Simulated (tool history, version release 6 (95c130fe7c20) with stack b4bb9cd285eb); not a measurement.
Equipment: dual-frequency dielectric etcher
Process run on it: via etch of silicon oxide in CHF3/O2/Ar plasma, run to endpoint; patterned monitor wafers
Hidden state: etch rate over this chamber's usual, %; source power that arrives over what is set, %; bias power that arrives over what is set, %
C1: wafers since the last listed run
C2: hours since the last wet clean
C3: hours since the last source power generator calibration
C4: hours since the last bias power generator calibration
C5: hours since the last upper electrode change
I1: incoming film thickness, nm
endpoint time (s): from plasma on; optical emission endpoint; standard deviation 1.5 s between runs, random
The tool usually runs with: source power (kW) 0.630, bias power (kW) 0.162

run 1 day=0.000 | source_power_(kW)=0.630 bias_power_(kW)=0.162 | C1=0 C2=129.3 C3=2124.4 C4=2289.1 C5=3943.0 | I1=656.4 | endpoint_time_(s)=373.0
run 2 day=0.988 | source_power_(kW)=0.630 bias_power_(kW)=0.162 | C1=165 C2=153.0 C3=2148.1 C4=2312.8 C5=3966.7 | I1=658.7 | endpoint_time_(s)=369.6
run 3 day=1.571 | source_power_(kW)=0.630 bias_power_(kW)=0.162 | C1=97 C2=167.0 C3=2162.1 C4=2326.8 C5=3980.7 | I1=654.6 | endpoint_time_(s)=368.6
run 4 day=2.921 | source_power_(kW)=0.630 bias_power_(kW)=0.162 | C1=226 C2=199.4 C3=2194.5 C4=2359.2 C5=4013.1 | I1=656.3 | endpoint_time_(s)=372.9
run 5 day=4.317 | source_power_(kW)=0.630 bias_power_(kW)=0.162 | C1=233 C2=232.9 C3=2228.0 C4=2392.7 C5=4046.6 | I1=657.2 | endpoint_time_(s)=374.2
run 6 day=6.817 | source_power_(kW)=0.630 bias_power_(kW)=0.162 | C1=418 C2=292.9 C3=2288.0 C4=2452.7 C5=4106.6 | I1=655.7 | endpoint_time_(s)=374.5
run 7 day=8.062 | source_power_(kW)=0.720 bias_power_(kW)=0.152 | C1=208 C2=322.8 C3=2317.9 C4=2482.6 C5=4136.5 | I1=653.5 | endpoint_time_(s)=357.6
run 8 day=8.658 | source_power_(kW)=0.630 bias_power_(kW)=0.162 | C1=99 C2=337.1 C3=2332.2 C4=2496.9 C5=4150.8 | I1=650.1 | endpoint_time_(s)=370.1
run 9 day=9.658 | source_power_(kW)=0.630 bias_power_(kW)=0.162 | C1=167 C2=361.1 C3=2356.2 C4=2520.9 C5=4174.8 | I1=653.5 | endpoint_time_(s)=373.5
-- day=11.308 upper electrode replaced
run 10 day=11.329 | source_power_(kW)=0.630 bias_power_(kW)=0.162 | C1=112 C2=401.2 C3=2396.3 C4=2561.0 C5=0.5 | I1=655.8 | endpoint_time_(s)=377.0
run 11 day=12.321 | source_power_(kW)=0.750 bias_power_(kW)=0.162 | C1=166 C2=425.0 C3=2420.1 C4=2584.8 C5=24.3 | I1=658.4 | endpoint_time_(s)=353.5
run 12 day=13.196 | source_power_(kW)=0.540 bias_power_(kW)=0.193 | C1=146 C2=446.0 C3=2441.1 C4=2605.8 C5=45.3 | I1=660.9 | endpoint_time_(s)=394.1
-- day=14.492 source power generator calibrated
-- day=15.071 wet clean of the chamber
run 13 day=15.092 | source_power_(kW)=0.570 bias_power_(kW)=0.176 | C1=192 C2=0.5 C3=14.4 C4=2651.3 C5=90.8 | I1=656.8 | endpoint_time_(s)=376.2

Run 14 has not been measured yet. What should we expect?
run 14 day=15.108 | source_power_(kW)=0.690 bias_power_(kW)=0.162 | C1=2 C2=0.9 C3=14.8 C4=2651.7 C5=91.2 | I1=659.7 | endpoint_time_(s)=?

Run 14 produced endpoint time (s) 353.4.
If the tool had no hidden condition, the same run with the same run-to-run variation would have returned endpoint time (s) 354.7.
